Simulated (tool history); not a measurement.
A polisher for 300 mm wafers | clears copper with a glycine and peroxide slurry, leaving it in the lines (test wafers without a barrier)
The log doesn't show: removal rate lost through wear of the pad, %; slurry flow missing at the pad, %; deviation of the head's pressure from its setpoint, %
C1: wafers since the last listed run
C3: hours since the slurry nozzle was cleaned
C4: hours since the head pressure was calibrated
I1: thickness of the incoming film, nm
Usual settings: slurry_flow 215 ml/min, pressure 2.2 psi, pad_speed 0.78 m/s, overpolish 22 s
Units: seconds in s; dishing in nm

run 1 hour=0 | slurry_flow=215 pressure=2.2 pad_speed=0.9 overpolish=22 | C1=0 wafers_polished_on_this_pad=1158 C3=243.2 C4=937 | I1=390.9 | seconds=84.1 dishing=59.9
-- hour=11.8 worn pad replaced by a new one
run 2 hour=17.4 | slurry_flow=215 pressure=2.2 pad_speed=0.9 overpolish=22 | C1=125 wafers_polished_on_this_pad=52 C3=260.6 C4=954.4 | I1=395.3 | seconds=81.7 dishing=64
run 3 hour=35.1 | slurry_flow=180 pressure=2.2 pad_speed=0.78 overpolish=22 | C1=165 wafers_polished_on_this_pad=217 C3=278.3 C4=972.1 | I1=390.4 | seconds=92.2 dishing=58.2
run 4 hour=53.9 | slurry_flow=180 pressure=2.2 pad_speed=0.78 overpolish=22 | C1=175 wafers_polished_on_this_pad=393 C3=297.1 C4=990.9 | I1=392.2 | seconds=94.3 dishing=56.6
run 5 hour=72.4 | slurry_flow=215 pressure=2.2 pad_speed=0.78 overpolish=22 | C1=172 wafers_polished_on_this_pad=566 C3=315.6 C4=1009.4 | I1=383.3 | seconds=88.6 dishing=58
run 6 hour=97.4 | slurry_flow=215 pressure=2.2 pad_speed=0.78 overpolish=22 | C1=233 wafers_polished_on_this_pad=800 C3=340.6 C4=1034.4 | I1=392 | seconds=93 dishing=56.5
run 7 hour=114.1 | slurry_flow=215 pressure=2.2 pad_speed=0.78 overpolish=22 | C1=156 wafers_polished_on_this_pad=956 C3=357.3 C4=1051.1 | I1=389.5 | seconds=93.5 dishing=57.1
run 8 hour=129.2 | slurry_flow=215 pressure=2.2 pad_speed=0.78 overpolish=22 | C1=141 wafers_polished_on_this_pad=1097 C3=372.4 C4=1066.2 | I1=384.7 | seconds=94.8 dishing=57.7
run 9 hour=160.1 | slurry_flow=215 pressure=2.2 pad_speed=0.78 overpolish=22 | C1=288 wafers_polished_on_this_pad=1386 C3=403.3 C4=1097.1 | I1=392.3 | seconds=99.5 dishing=56.6
run 10 hour=176.4 | slurry_flow=215 pressure=2.2 pad_speed=0.78 overpolish=22 | C1=152 wafers_polished_on_this_pad=1538 C3=419.6 C4=1113.4 | I1=383.5 | seconds=97.8 dishing=53.8
-- hour=191.7 worn pad replaced by a new one
run 11 hour=202.1 | slurry_flow=215 pressure=2.2 pad_speed=0.78 overpolish=22 | C1=202 wafers_polished_on_this_pad=96 C3=445.3 C4=1139.1 | I1=389.9 | seconds=90.5 dishing=58.4
run 12 hour=226.4 | slurry_flow=215 pressure=2.2 pad_speed=0.78 overpolish=22 | C1=227 wafers_polished_on_this_pad=324 C3=469.6 C4=1163.4 | I1=390.1 | seconds=91.5 dishing=58.6
run 13 hour=241.5 | slurry_flow=215 pressure=2.2 pad_speed=0.78 overpolish=22 | C1=141 wafers_polished_on_this_pad=465 C3=484.7 C4=1178.5 | I1=390 | seconds=90.7 dishing=57.8
run 14 hour=254.2 | slurry_flow=215 pressure=2.2 pad_speed=0.78 overpolish=22 | C1=118 wafers_polished_on_this_pad=583 C3=497.4 C4=1191.2 | I1=390.8 | seconds=92 dishing=57.1
run 15 hour=269 | slurry_flow=215 pressure=2.2 pad_speed=0.62 overpolish=22 | C1=138 wafers_polished_on_this_pad=722 C3=512.2 C4=1206 | I1=393.3 | seconds=109.8 dishing=51.4
run 16 hour=286.8 | slurry_flow=215 pressure=2.2 pad_speed=0.62 overpolish=22 | C1=166 wafers_polished_on_this_pad=888 C3=530 C4=1223.8 | I1=389 | seconds=109.6 dishing=51.1
run 17 hour=310.9 | slurry_flow=285 pressure=2.6 pad_speed=0.54 overpolish=12 | C1=225 wafers_polished_on_this_pad=1113 C3=554.1 C4=1247.9 | I1=388.2 | seconds=112 dishing=30.2
run 18 hour=331.7 | slurry_flow=215 pressure=2.2 pad_speed=0.78 overpolish=22 | C1=194 wafers_polished_on_this_pad=1308 C3=574.9 C4=1268.7 | I1=392.7 | seconds=98 dishing=56.4
-- hour=354 worn pad replaced by a new one
run 19 hour=360.7 | slurry_flow=215 pressure=2.9 pad_speed=0.78 overpolish=22 | C1=233 wafers_polished_on_this_pad=62 C3=603.9 C4=1297.7 | I1=390 | seconds=78.1 dishing=64.1
run 20 hour=386.2 | slurry_flow=190 pressure=2.7 pad_speed=0.92 overpolish=16 | C1=238 wafers_polished_on_this_pad=301 C3=629.4 C4=1323.2 | I1=392.3 | seconds=73.1 dishing=52
run 21 hour=476.2 | slurry_flow=215 pressure=2.2 pad_speed=0.78 overpolish=22 | C1=841 wafers_polished_on_this_pad=1142 C3=719.4 C4=1413.2 | I1=388.2 | seconds=96.7 dishing=55.2
-- hour=483.9 head pressure recalibrated
run 22 hour=491.9 | slurry_flow=215 pressure=2.6 pad_speed=0.78 overpolish=22 | C1=128 wafers_polished_on_this_pad=1270 C3=735.1 C4=8 | I1=388.7 | seconds=89.6 dishing=56.6
-- hour=510.4 worn pad replaced by a new one
run 23 hour=522.3 | slurry_flow=215 pressure=2.2 pad_speed=0.78 overpolish=10 | C1=246 wafers_polished_on_this_pad=111 C3=765.5 C4=38.4 | I1=386.5 | seconds=89 dishing=30.4
-- hour=536.8 slurry nozzle cleaned
run 24 hour=558.1 | slurry_flow=215 pressure=2.2 pad_speed=0.62 overpolish=22 | C1=325 wafers_polished_on_this_pad=436 C3=21.3 C4=74.2 | I1=383.1 | seconds=106.3 dishing=52.3
run 25 hour=586.2 | slurry_flow=170 pressure=2.7 pad_speed=0.78 overpolish=22 | C1=262 wafers_polished_on_this_pad=699 C3=49.4 C4=102.3 | I1=391.3 | seconds=87 dishing=59.5
run 26 hour=620.6 | slurry_flow=215 pressure=2.2 pad_speed=0.78 overpolish=22 | C1=321 wafers_polished_on_this_pad=1020 C3=83.8 C4=136.7 | I1=392.4 | seconds=94.1 dishing=57.9
-- hour=655.7 worn pad replaced by a new one
run 27 hour=696 | slurry_flow=215 pressure=2.9 pad_speed=0.78 overpolish=11 | C1=667 wafers_polished_on_this_pad=376 C3=159.2 C4=212.1 | I1=389.9 | seconds=79.1 dishing=36.8
run 28 hour=712.6 | slurry_flow=235 pressure=2.2 pad_speed=0.86 overpolish=22 | C1=155 wafers_polished_on_this_pad=531 C3=175.8 C4=228.7 | I1=387.3 | seconds=84.3 dishing=61.1
run 29 hour=730.3 | slurry_flow=215 pressure=2.9 pad_speed=0.78 overpolish=31 | C1=165 wafers_polished_on_this_pad=697 C3=193.5 C4=246.4 | I1=393.9 | seconds=80.2 dishing=81.4
run 30 hour=754.7 | slurry_flow=215 pressure=2.2 pad_speed=0.78 overpolish=22 | C1=228 wafers_polished_on_this_pad=925 C3=217.9 C4=270.8 | I1=388.3 | seconds=95 dishing=59
run 31 hour=778 | slurry_flow=215 pressure=2.2 pad_speed=0.78 overpolish=22 | C1=217 wafers_polished_on_this_pad=1143 C3=241.2 C4=294.1 | I1=386.4 | seconds=93.7 dishing=55.8

Forecast run 32:
run 32 hour=797.6 | slurry_flow=215 pressure=2.2 pad_speed=0.78 overpolish=22 | C1=183 wafers_polished_on_this_pad=1326 C3=260.8 C4=313.7 | I1=390.5 | seconds=? dishing=?

seconds: 96.4 s
dishing: 52.6 nm
Without the tool's hidden state the same run would have given seconds 89 s, dishing 56 nm.
